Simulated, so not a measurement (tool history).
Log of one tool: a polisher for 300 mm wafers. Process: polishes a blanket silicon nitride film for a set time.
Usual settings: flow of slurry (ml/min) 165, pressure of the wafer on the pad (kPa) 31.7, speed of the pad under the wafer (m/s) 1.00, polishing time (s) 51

run     day  flow of slurry (ml/min)  pressure of the wafer on the pad (kPa)  speed of the pad under the wafer (m/s)  polishing time (s)  incoming thickness of the incoming film, nm  film removed (Å)
  1   0.000                      180                                    31.7                                    0.76                  51                                        416.5               883
  2   0.767                      180                                    31.7                                    0.76                  51                                        412.7               878
  3   1.446                      130                                    31.7                                    1.00                  51                                        408.0               996
  4   2.479                      130                                    31.7                                    1.00                  51                                        409.8               959
  5   3.075                      125                                    31.7                                    1.00                  51                                        403.6               923
  6   4.138                      125                                    31.7                                    1.00                  51                                        413.0               878
      4.625  -- slurry nozzle cleaned
  7   4.679                      150                                    31.7                                    1.00                  51                                        413.1              1091
      5.054  -- head pressure recalibrated
  8   5.250                      165                                    31.7                                    1.00                  40                                        404.5               937
      6.025  -- worn pad replaced by a new one
  9   8.050                      165                                    21.4                                    1.00                  51                                        415.0               964
 10   9.304                      200                                    26.2                                    0.86                  42                                        402.3               793
 11  10.288                      165                                    24.1                                    1.00                  41                                        412.1               813
 12  11.521                      130                                    31.7                                    1.00                  51                                        407.1              1093
     12.729  -- slurry nozzle cleaned
 13  12.942                      165                                    38.6                                    1.00                  63                                        412.6              1693
     13.688  -- worn pad replaced by a new one
 14  14.300                      140                                    31.7                                    0.68                  51                                        406.3               846
 15  15.175                      125                                    31.7                                    1.00                  51                                        408.4              1105
 16  16.300                      165                                    37.2                                    0.88                  69                                        410.1              1599

Some steps in film removed (Å) between neighbouring runs. How much of each would the tool show without its hidden state too (settings, what came in, random variation), and how much is left for the hidden state, with any gauge scatter that isn't in both results?
The hidden state here: removal rate lost through wear of the pad, %; slurry flow missing at the pad, %; deviation of the head's pressure from its setpoint, %.
Run 6 -> 7: flow of slurry (ml/min) 125 -> 150, slurry nozzle cleaned. film removed (Å) +213: hidden state +152, all else +61.
Run 13 -> 14: flow of slurry (ml/min) 165 -> 140, pressure of the wafer on the pad (kPa) 38.6 -> 31.7, speed of the pad under the wafer (m/s) 1.00 -> 0.68, polishing time (s) 63 -> 51, worn pad replaced by a new one. film removed (Å) -847: hidden state +0, all else -847.

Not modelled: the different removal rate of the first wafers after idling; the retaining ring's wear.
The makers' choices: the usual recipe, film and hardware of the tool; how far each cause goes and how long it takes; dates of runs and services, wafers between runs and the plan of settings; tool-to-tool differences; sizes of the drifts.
